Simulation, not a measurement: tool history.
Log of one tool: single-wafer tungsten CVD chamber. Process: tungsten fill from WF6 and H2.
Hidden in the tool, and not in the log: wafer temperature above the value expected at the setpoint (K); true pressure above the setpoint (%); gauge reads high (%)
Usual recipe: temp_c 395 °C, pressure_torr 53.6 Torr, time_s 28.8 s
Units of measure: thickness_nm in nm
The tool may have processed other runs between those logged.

| run | hour | temp_c | pressure_torr | time_s | wafers since the last listed run | hours since the last thermocouple change | hours since the last manometer calibration | hours since the showerhead was replaced | hours since the gauge calibration | read-back reference wafer on the same gauge, thickness_nm | thickness_nm |
|---|---|---|---|---|---|---|---|---|---|---|---|
| 1 | 0 | 395 | 53.6 | 28.8 | 0 | 850 | 975.7 | 3684.1 | 597.2 | 115.013 | 95.026 |
| 2 | 35.6 | 395 | 53.6 | 28.8 | 553 | 885.6 | 1011.3 | 3719.7 | 632.8 | 114.99 | 95.288 |
| 3 | 71.6 | 395 | 53.6 | 30.3 | 559 | 921.6 | 1047.3 | 3755.7 | 668.8 | 115.001 | 100.265 |
| 4 | 143.1 | 395 | 53.6 | 30.3 | 1111 | 993.1 | 1118.8 | 3827.2 | 740.3 | 115.07 | 100.085 |
| 5 | 220.7 | 395 | 53.6 | 30.3 | 1206 | 1070.7 | 1196.4 | 3904.8 | 817.9 | 114.913 | 100.212 |
| 6 | 265.1 | 395 | 53.6 | 28.8 | 690 | 1115.1 | 1240.8 | 3949.2 | 862.3 | 115.021 | 95.213 |
| 7 | 294 | 395 | 53.6 | 28.8 | 449 | 1144 | 1269.7 | 3978.1 | 891.2 | 114.979 | 95.602 |
| 8 | 319.1 | 395 | 53.6 | 26.3 | 390 | 1169.1 | 1294.8 | 4003.2 | 916.3 | 115 | 86.662 |
| 9 | 366.4 | 395 | 53.6 | 28.8 | 735 | 1216.4 | 1342.1 | 4050.5 | 963.6 | 114.984 | 95.008 |
| 10 | 405.5 | 395 | 53.6 | 28.8 | 608 | 1255.5 | 1381.2 | 4089.6 | 1002.7 | 114.992 | 95.403 |
|  | 443.7 | thermocouple changed; heater temperature recalibrated |
| 11 | 467.3 | 395 | 50.2 | 26.1 | 836 | 23.6 | 1443 | 4151.4 | 1064.5 | 114.967 | 85.226 |
| 12 | 509.8 | 395 | 53.6 | 28.8 | 660 | 66.1 | 1485.5 | 4193.9 | 1107 | 115.018 | 95.861 |
| 13 | 559.9 | 395 | 53.6 | 28.8 | 779 | 116.2 | 1535.6 | 4244 | 1157.1 | 115.002 | 96.245 |
|  | 576.8 | capacitance manometer re-zeroed and calibrated |
| 14 | 627.6 | 395 | 53.6 | 28.8 | 928 | 183.9 | 50.8 | 4311.7 | 1224.8 | 114.955 | 95.988 |
|  | 640.7 | showerhead replaced |
| 15 | 676.3 | 395 | 65.5 | 28.8 | 632 | 232.6 | 99.5 | 35.6 | 1273.5 | 115.005 | 102.659 |
| 16 | 729.1 | 395 | 53.6 | 28.8 | 821 | 285.4 | 152.3 | 88.4 | 1326.3 | 114.989 | 96.169 |
| 17 | 778 | 395 | 53.6 | 28.8 | 760 | 334.3 | 201.2 | 137.3 | 1375.2 | 115.011 | 95.534 |
|  | 824.4 | gauge calibrated |
| 18 | 832.4 | 395 | 53.6 | 28.8 | 845 | 388.7 | 255.6 | 191.7 | 8 | 115.024 | 95.372 |
| 19 | 885.8 | 395 | 53.6 | 28.8 | 830 | 442.1 | 309 | 245.1 | 61.4 | 115.012 | 95.032 |
| 20 | 931.2 | 387 | 53.6 | 30.8 | 705 | 487.5 | 354.4 | 290.5 | 106.8 | 114.951 | 89.24 |
| 21 | 981.6 | 403 | 57.7 | 26.2 | 783 | 537.9 | 404.8 | 340.9 | 157.2 | 115.003 | 101.546 |
| 22 | 1035.3 | 388 | 53.6 | 24.2 | 835 | 591.6 | 458.5 | 394.6 | 210.9 | 114.987 | 71.199 |
| 23 | 1094.4 | 395 | 53.6 | 28.8 | 919 | 650.7 | 517.6 | 453.7 | 270 | 114.949 | 95.182 |
| 24 | 1129 | 385 | 53.6 | 28.8 | 538 | 685.3 | 552.2 | 488.3 | 304.6 | 115.001 | 80.452 |
| 25 | 1161.9 | 408 | 63.8 | 30.9 | 511 | 718.2 | 585.1 | 521.2 | 337.5 | 114.981 | 134.182 |
| 26 | 1197.3 | 401 | 53.6 | 25 | 550 | 753.6 | 620.5 | 556.6 | 372.9 | 115.093 | 91.556 |
| 27 | 1256.1 | 382 | 63.3 | 24.7 | 914 | 812.4 | 679.3 | 615.4 | 431.7 | 114.913 | 69.479 |
| 28 | 1321.8 | 408 | 42.3 | 25.5 | 1021 | 878.1 | 745 | 681.1 | 497.4 | 114.962 | 95.499 |
| 29 | 1375.4 | 395 | 66.8 | 27.2 | 833 | 931.7 | 798.6 | 734.7 | 551 | 114.95 | 97.21 |
| 30 | 1438.3 | 395 | 53.6 | 28.8 | 978 | 994.6 | 861.5 | 797.6 | 613.9 | 115.077 | 95.318 |
| 31 | 1466.1 | 381 | 58.6 | 26.5 | 432 | 1022.4 | 889.3 | 825.4 | 641.7 | 115.019 | 71.202 |
| 32 | 1507.8 | 395 | 53.6 | 30.9 | 648 | 1064.1 | 931 | 867.1 | 683.4 | 115.011 | 101.918 |
| 33 | 1545.4 | 395 | 53.6 | 28.8 | 584 | 1101.7 | 968.6 | 904.7 | 721 | 115.045 | 95.061 |
| 34 | 1573.8 | 395 | 53.6 | 28.8 | 441 | 1130.1 | 997 | 933.1 | 749.4 | 115.052 | 95.121 |

Hidden state or all else? Some run-to-run changes of thickness_nm, split into what the settings, what came in and random variation would give without the hidden state, and what is left for the hidden state (with any gauge scatter that isn't in both results):
Run 10 -> 11: pressure_torr 53.6 -> 50.2, time_s 28.8 -> 26.1, thermocouple changed; heater temperature recalibrated. thickness_nm -10.177 nm: hidden state +1.108, all else -11.285.
Run 24 -> 25: temp_c 385 -> 408, pressure_torr 53.6 -> 63.8, time_s 28.8 -> 30.9. thickness_nm +53.73 nm: hidden state -0.415, all else +54.145.
Run 25 -> 26: temp_c 408 -> 401, pressure_torr 63.8 -> 53.6, time_s 30.9 -> 25. thickness_nm -42.626 nm: hidden state +0.343, all else -42.969.
Run 31 -> 32: temp_c 381 -> 395, pressure_torr 58.6 -> 53.6, time_s 26.5 -> 30.9. thickness_nm +30.716 nm: hidden state -0.303, all else +31.019.
